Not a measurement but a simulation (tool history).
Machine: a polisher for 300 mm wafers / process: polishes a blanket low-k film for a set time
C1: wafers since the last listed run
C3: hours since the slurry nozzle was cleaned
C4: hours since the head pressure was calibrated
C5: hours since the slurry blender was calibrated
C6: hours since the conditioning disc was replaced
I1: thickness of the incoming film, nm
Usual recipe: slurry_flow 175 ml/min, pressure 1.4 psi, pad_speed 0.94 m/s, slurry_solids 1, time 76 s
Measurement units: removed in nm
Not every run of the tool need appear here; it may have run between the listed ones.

run 1 hour=0 | slurry_flow=175 pressure=1.4 pad_speed=0.94 slurry_solids=1 time=76 | C1=0 wafers_polished_on_this_pad=744 C3=826.3 C4=1180.8 C5=362.9 C6=457.8 | I1=606.7 | removed=21.4
-- hour=17.2 worn pad replaced by a new one
run 2 hour=17.7 | slurry_flow=155 pressure=1.4 pad_speed=1.14 slurry_solids=1 time=76 | C1=147 wafers_polished_on_this_pad=5 C3=844 C4=1198.5 C5=380.6 C6=475.5 | I1=605.8 | removed=24.8
run 3 hour=34.3 | slurry_flow=155 pressure=1.4 pad_speed=1.14 slurry_solids=1 time=76 | C1=178 wafers_polished_on_this_pad=183 C3=860.6 C4=1215.1 C5=397.2 C6=492.1 | I1=614 | removed=24.9
run 4 hour=47.3 | slurry_flow=175 pressure=1.4 pad_speed=0.94 slurry_solids=1 time=76 | C1=139 wafers_polished_on_this_pad=323 C3=873.6 C4=1228.1 C5=410.2 C6=505.1 | I1=614.6 | removed=21.4
-- hour=58.6 slurry nozzle cleaned
run 5 hour=63.7 | slurry_flow=175 pressure=1.4 pad_speed=0.94 slurry_solids=1 time=76 | C1=165 wafers_polished_on_this_pad=489 C3=5.1 C4=1244.5 C5=426.6 C6=521.5 | I1=611.5 | removed=21.1
run 6 hour=69.7 | slurry_flow=175 pressure=1.4 pad_speed=0.94 slurry_solids=1 time=76 | C1=64 wafers_polished_on_this_pad=553 C3=11.1 C4=1250.5 C5=432.6 C6=527.5 | I1=611 | removed=21.1
run 7 hour=79.3 | slurry_flow=175 pressure=1.4 pad_speed=0.94 slurry_solids=1 time=76 | C1=103 wafers_polished_on_this_pad=656 C3=20.7 C4=1260.1 C5=442.2 C6=537.1 | I1=614.9 | removed=21.3
-- hour=87.8 slurry blender recalibrated
run 8 hour=89.7 | slurry_flow=175 pressure=1.4 pad_speed=0.94 slurry_solids=1 time=76 | C1=90 wafers_polished_on_this_pad=747 C3=31.1 C4=1270.5 C5=1.9 C6=547.5 | I1=609.4 | removed=21.2
run 9 hour=96.8 | slurry_flow=175 pressure=1.4 pad_speed=0.94 slurry_solids=1 time=76 | C1=76 wafers_polished_on_this_pad=823 C3=38.2 C4=1277.6 C5=9 C6=554.6 | I1=605.7 | removed=21.2
-- hour=103.8 worn pad replaced by a new one
run 10 hour=108.5 | slurry_flow=175 pressure=1.4 pad_speed=0.94 slurry_solids=1 time=76 | C1=82 wafers_polished_on_this_pad=50 C3=49.9 C4=1289.3 C5=20.7 C6=566.3 | I1=608.5 | removed=21.7
run 11 hour=119.8 | slurry_flow=175 pressure=1.4 pad_speed=0.94 slurry_solids=1 time=76 | C1=121 wafers_polished_on_this_pad=172 C3=61.2 C4=1300.6 C5=32 C6=577.6 | I1=620.3 | removed=21.4
run 12 hour=136.4 | slurry_flow=175 pressure=1.7 pad_speed=0.94 slurry_solids=1 time=76 | C1=178 wafers_polished_on_this_pad=350 C3=77.8 C4=1317.2 C5=48.6 C6=594.2 | I1=606.9 | removed=24.4
run 13 hour=144.8 | slurry_flow=175 pressure=1.4 pad_speed=0.94 slurry_solids=1 time=76 | C1=90 wafers_polished_on_this_pad=441 C3=86.2 C4=1325.6 C5=57 C6=602.6 | I1=610.1 | removed=21.4
run 14 hour=157.9 | slurry_flow=175 pressure=1.8 pad_speed=0.94 slurry_solids=1.25 time=76 | C1=140 wafers_polished_on_this_pad=581 C3=99.3 C4=1338.7 C5=70.1 C6=615.7 | I1=614.8 | removed=27.3
run 15 hour=174.5 | slurry_flow=175 pressure=1.1 pad_speed=0.94 slurry_solids=1.2 time=76 | C1=178 wafers_polished_on_this_pad=760 C3=115.9 C4=1355.3 C5=86.7 C6=632.3 | I1=609.7 | removed=19.8
run 16 hour=187.7 | slurry_flow=120 pressure=1.1 pad_speed=0.94 slurry_solids=1 time=76 | C1=141 wafers_polished_on_this_pad=902 C3=129.1 C4=1368.5 C5=99.9 C6=645.5 | I1=598.6 | removed=18.1
-- hour=191.7 conditioning disc replaced and pad reconditioned
run 17 hour=201.4 | slurry_flow=225 pressure=1 pad_speed=0.94 slurry_solids=1.25 time=76 | C1=125 wafers_polished_on_this_pad=1027 C3=142.8 C4=1382.2 C5=113.6 C6=9.7 | I1=603.6 | removed=19.7
-- hour=209.6 head pressure recalibrated
run 18 hour=210.1 | slurry_flow=175 pressure=1.5 pad_speed=1.2 slurry_solids=1.15 time=63 | C1=72 wafers_polished_on_this_pad=1099 C3=151.5 C4=0.5 C5=122.3 C6=18.4 | I1=599.2 | removed=24
-- hour=214.7 worn pad replaced by a new one
run 19 hour=227.3 | slurry_flow=175 pressure=1.4 pad_speed=0.94 slurry_solids=1 time=76 | C1=141 wafers_polished_on_this_pad=135 C3=168.7 C4=17.7 C5=139.5 C6=35.6 | I1=603.8 | removed=21.4
run 20 hour=234.7 | slurry_flow=175 pressure=1.4 pad_speed=0.94 slurry_solids=1 time=76 | C1=79 wafers_polished_on_this_pad=215 C3=176.1 C4=25.1 C5=146.9 C6=43 | I1=616.2 | removed=21.3
run 21 hour=244.5 | slurry_flow=115 pressure=1.4 pad_speed=1.04 slurry_solids=1.1 time=87 | C1=105 wafers_polished_on_this_pad=320 C3=185.9 C4=34.9 C5=156.7 C6=52.8 | I1=598 | removed=26.5
run 22 hour=255.4 | slurry_flow=175 pressure=1.6 pad_speed=0.94 slurry_solids=1 time=76 | C1=117 wafers_polished_on_this_pad=437 C3=196.8 C4=45.8 C5=167.6 C6=63.7 | I1=606.9 | removed=23
run 23 hour=261.5 | slurry_flow=205 pressure=1.4 pad_speed=0.66 slurry_solids=1 time=76 | C1=65 wafers_polished_on_this_pad=503 C3=202.9 C4=51.9 C5=173.7 C6=69.8 | I1=609.6 | removed=16.3
run 24 hour=290.7 | slurry_flow=175 pressure=1.4 pad_speed=0.94 slurry_solids=1.25 time=76 | C1=313 wafers_polished_on_this_pad=817 C3=232.1 C4=81.1 C5=202.9 C6=99 | I1=604.4 | removed=23.1
run 25 hour=308.3 | slurry_flow=210 pressure=1.4 pad_speed=0.86 slurry_solids=0.9 time=57 | C1=189 wafers_polished_on_this_pad=1006 C3=249.7 C4=98.7 C5=220.5 C6=116.6 | I1=606.5 | removed=14.2
-- hour=313.6 worn pad replaced by a new one
run 26 hour=318.5 | slurry_flow=175 pressure=1.4 pad_speed=0.94 slurry_solids=1 time=76 | C1=66 wafers_polished_on_this_pad=52 C3=259.9 C4=108.9 C5=230.7 C6=126.8 | I1=611.2 | removed=21.2
run 27 hour=325.9 | slurry_flow=230 pressure=1.4 pad_speed=0.94 slurry_solids=1 time=76 | C1=79 wafers_polished_on_this_pad=131 C3=267.3 C4=116.3 C5=238.1 C6=134.2 | I1=604.9 | removed=21.9

What if the next run were any one of these 3? Each begins from the tool's condition after run 27:
run A hour=326.3 | slurry_flow=175 pressure=1.1 pad_speed=0.94 slurry_solids=1 time=76 | C1=4 wafers_polished_on_this_pad=136 C3=267.7 C4=116.7 C5=238.5 C6=134.6 | I1=602.7 | removed=?
run B hour=326.3 | slurry_flow=175 pressure=1.4 pad_speed=0.84 slurry_solids=1 time=76 | C1=4 wafers_polished_on_this_pad=136 C3=267.7 C4=116.7 C5=238.5 C6=134.6 | I1=602.7 | removed=?
run C hour=326.3 | slurry_flow=175 pressure=1.4 pad_speed=0.94 slurry_solids=1 time=56 | C1=4 wafers_polished_on_this_pad=136 C3=267.7 C4=116.7 C5=238.5 C6=134.6 | I1=602.7 | removed=?

run=A removed=18.5
run=B removed=19.4
run=C removed=15.7
Stripped of hidden state, with their random variation kept, the same runs would have yielded:
run=A removed=18.5
run=B removed=19.4
run=C removed=15.7
